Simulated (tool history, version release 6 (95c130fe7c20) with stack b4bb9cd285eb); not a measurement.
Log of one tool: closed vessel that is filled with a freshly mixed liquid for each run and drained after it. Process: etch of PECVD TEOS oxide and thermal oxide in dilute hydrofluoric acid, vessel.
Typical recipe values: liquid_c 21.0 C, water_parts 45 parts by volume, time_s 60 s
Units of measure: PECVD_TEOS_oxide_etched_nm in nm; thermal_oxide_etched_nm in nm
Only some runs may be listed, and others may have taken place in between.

run,hour,liquid_c,water_parts,time_s,"read-back film thickness of the PECVD TEOS oxide reference wafer, read on the same gauge (nm)","read-back film thickness of the thermal oxide reference wafer, read on the same gauge (nm)",PECVD_TEOS_oxide_etched_nm,thermal_oxide_etched_nm
1,0.0,21.0,45,75,90.00,40.01,28.89,7.38
2,31.6,18.5,45,60,89.98,40.01,21.34,5.29
3,76.8,18.5,45,60,90.02,40.02,20.83,5.27
4,140.8,18.5,45,60,89.96,39.99,21.01,5.25
5,205.0,17.5,45,50,89.96,39.99,16.73,4.20
6,409.9,21.0,45,60,90.04,39.99,23.04,5.86
7,448.3,21.0,45,40,89.95,40.01,15.49,3.89
8,481.3,21.0,50,90,89.95,39.99,31.13,7.82
9,533.4,22.5,60,45,90.07,40.01,13.61,3.41
10,564.1,21.0,45,60,90.02,40.00,23.02,5.82
11,606.8,17.0,55,30,90.00,39.99,7.94,1.97
12,648.1,24.5,65,60,90.03,40.01,18.10,4.54
13,712.7,21.0,60,60,89.96,39.98,17.36,4.24
14,763.9,21.0,45,80,90.01,39.99,30.59,7.72
15,813.1,21.0,25,60,89.98,40.00,43.01,10.60
16,861.9,17.5,45,45,90.01,40.02,14.75,3.71
17,926.7,21.0,35,60,89.97,40.01,31.69,7.91
18,960.6,21.0,45,60,90.02,40.00,24.50,6.12
19,1004.1,26.0,45,80,90.01,39.98,39.87,10.00
20,1046.9,17.0,30,75,89.98,39.99,38.76,9.79
21,1112.9,22.5,30,50,89.99,40.01,33.20,8.18
22,1277.0,19.5,45,85,89.95,40.01,32.11,8.05
23,1346.9,21.0,45,60,89.96,40.01,24.39,6.08
24,1398.6,21.0,45,75,90.00,40.01,30.28,7.59
25,1423.6,24.0,35,50,89.99,39.98,29.76,7.43
26,1471.8,23.0,50,95,90.03,39.99,37.52,9.30

Taken out of this log: 3 entries between the listed runs. Where each belongs, and how the hidden state differs across it:
Between runs 4 and 5: gauge calibrated (hour 163.4)
  liquid colder than its thermometer reads (K): 0.977 -> 1
  measured result minus the result with no hidden state, PECVD_TEOS_oxide_etched_nm: -0.91 -> -0.74 nm; thermal_oxide_etched_nm: -0.22 -> -0.19 nm
Between runs 16 and 17: hydrofluoric acid flow meter replaced (hour 865.6); thermometer replaced (hour 917.3)
  liquid colder than its thermometer reads (K): 1.26 -> 0.0376
  measured result minus the result with no hidden state, PECVD_TEOS_oxide_etched_nm: -0.84 -> -0.06 nm; thermal_oxide_etched_nm: -0.21 -> -0.01 nm
